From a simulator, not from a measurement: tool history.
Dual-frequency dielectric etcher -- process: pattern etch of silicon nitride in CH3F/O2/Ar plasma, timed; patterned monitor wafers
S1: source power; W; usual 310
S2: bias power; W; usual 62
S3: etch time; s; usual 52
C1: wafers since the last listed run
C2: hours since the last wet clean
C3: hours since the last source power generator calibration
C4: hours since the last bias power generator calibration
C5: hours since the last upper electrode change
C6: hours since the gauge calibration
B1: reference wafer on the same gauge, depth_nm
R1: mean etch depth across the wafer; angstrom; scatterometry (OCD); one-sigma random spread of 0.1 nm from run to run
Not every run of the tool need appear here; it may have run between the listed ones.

run,hour,S1,S2,S3,C1,C2,C3,C4,C5,C6,B1,R1
1,0,370,62,52,0,122.7,4012.3,2210.9,3290.8,319.7,31.49,306.5
2,39.6,370,62,52,318,162.3,4051.9,2250.5,3330.4,359.3,31.48,310.3
3,90.2,310,62,52,406,212.9,4102.5,2301.1,3381,409.9,31.52,293.8
4,147.9,310,62,52,464,270.6,4160.2,2358.8,3438.7,467.6,31.5,292.9
5,235.3,260,62,52,702,358,4247.6,2446.2,3526.1,555,31.49,279.8
# hour 291.4: source power generator calibrated
6,291.8,260,62,52,422,414.5,0.4,2502.7,3582.6,611.5,31.49,279.7
# hour 349.2: wet clean of the chamber
7,361.7,310,53,52,369,12.5,70.3,2572.6,3652.5,681.4,31.48,278.7
8,393.7,310,62,52,257,44.5,102.3,2604.6,3684.5,713.4,31.49,293.2
9,422,310,62,52,227,72.8,130.6,2632.9,3712.8,741.7,31.47,293.5
10,470.4,310,56,52,389,121.2,179,2681.3,3761.2,790.1,31.49,283
11,520.2,310,62,52,400,171,228.8,2731.1,3811,839.9,31.5,295.4
12,576.7,310,62,52,454,227.5,285.3,2787.6,3867.5,896.4,31.49,296.6
# hour 793.7: wet clean of the chamber
13,794.2,310,62,52,1556,0.5,502.8,3005.1,4085,1113.9,31.51,296.4
# hour 815.4: bias power generator calibrated
# hour 829.4: upper electrode replaced
14,850.8,310,75,52,310,57.1,559.4,35.4,21.4,1170.5,31.46,310.8
# hour 854.4: gauge calibrated
15,916.4,250,52,57,527,122.7,625,101,87,62,31.48,281.6
16,940.7,310,62,52,195,147,649.3,125.3,111.3,86.3,31.48,290.6
17,968.8,310,62,52,225,175.1,677.4,153.4,139.4,114.4,31.5,290.2
18,1005.6,360,56,56.5,295,211.9,714.2,190.2,176.2,151.2,31.47,317.1
19,1050.2,360,51,52,358,256.5,758.8,234.8,220.8,195.8,31.52,283.4
20,1171.3,310,62,57.5,973,377.6,879.9,355.9,341.9,316.9,31.49,320.3
# hour 1196.8: wet clean of the chamber
21,1234.9,390,78,39,318,38.1,943.5,419.5,405.5,380.5,31.51,253.8
22,1291.9,310,55,61.5,458,95.1,1000.5,476.5,462.5,437.5,31.5,328.8
23,1377,310,62,52,684,180.2,1085.6,561.6,547.6,522.6,31.48,290.4
24,1442.6,370,68,42,527,245.8,1151.2,627.2,613.2,588.2,31.49,254.5
25,1514.2,340,51,45,575,317.4,1222.8,698.8,684.8,659.8,31.51,239.4
26,1550.9,310,62,52,295,354.1,1259.5,735.5,721.5,696.5,31.48,291.9
27,1586.9,310,62,52,289,390.1,1295.5,771.5,757.5,732.5,31.49,291
28,1614.9,310,53,39.5,225,418.1,1323.5,799.5,785.5,760.5,31.48,209.4
# hour 1657.4: wet clean of the chamber
29,1684.8,340,62,38.5,369,27.4,1393.4,869.4,855.4,830.4,31.46,220.8

Run by run, hidden condition taken away, random variation retained:
Hidden state present: etch rate over this chamber's usual, %; source power that arrives over what is set, %; bias power that arrives over what is set, %; gauge reads high (%).
run,R1
1,302.6
2,306.2
3,289.7
4,288.6
5,275.4
6,275.2
7,274.2
8,288.1
9,288.3
10,277.9
11,289.8
12,290.7
13,289.6
14,310.3
15,281.2
16,290.2
17,289.7
18,316.7
19,283
20,319.7
21,253.3
22,328.1
23,289.8
24,253.8
25,238.8
26,291.1
27,290.1
28,208.8
29,220
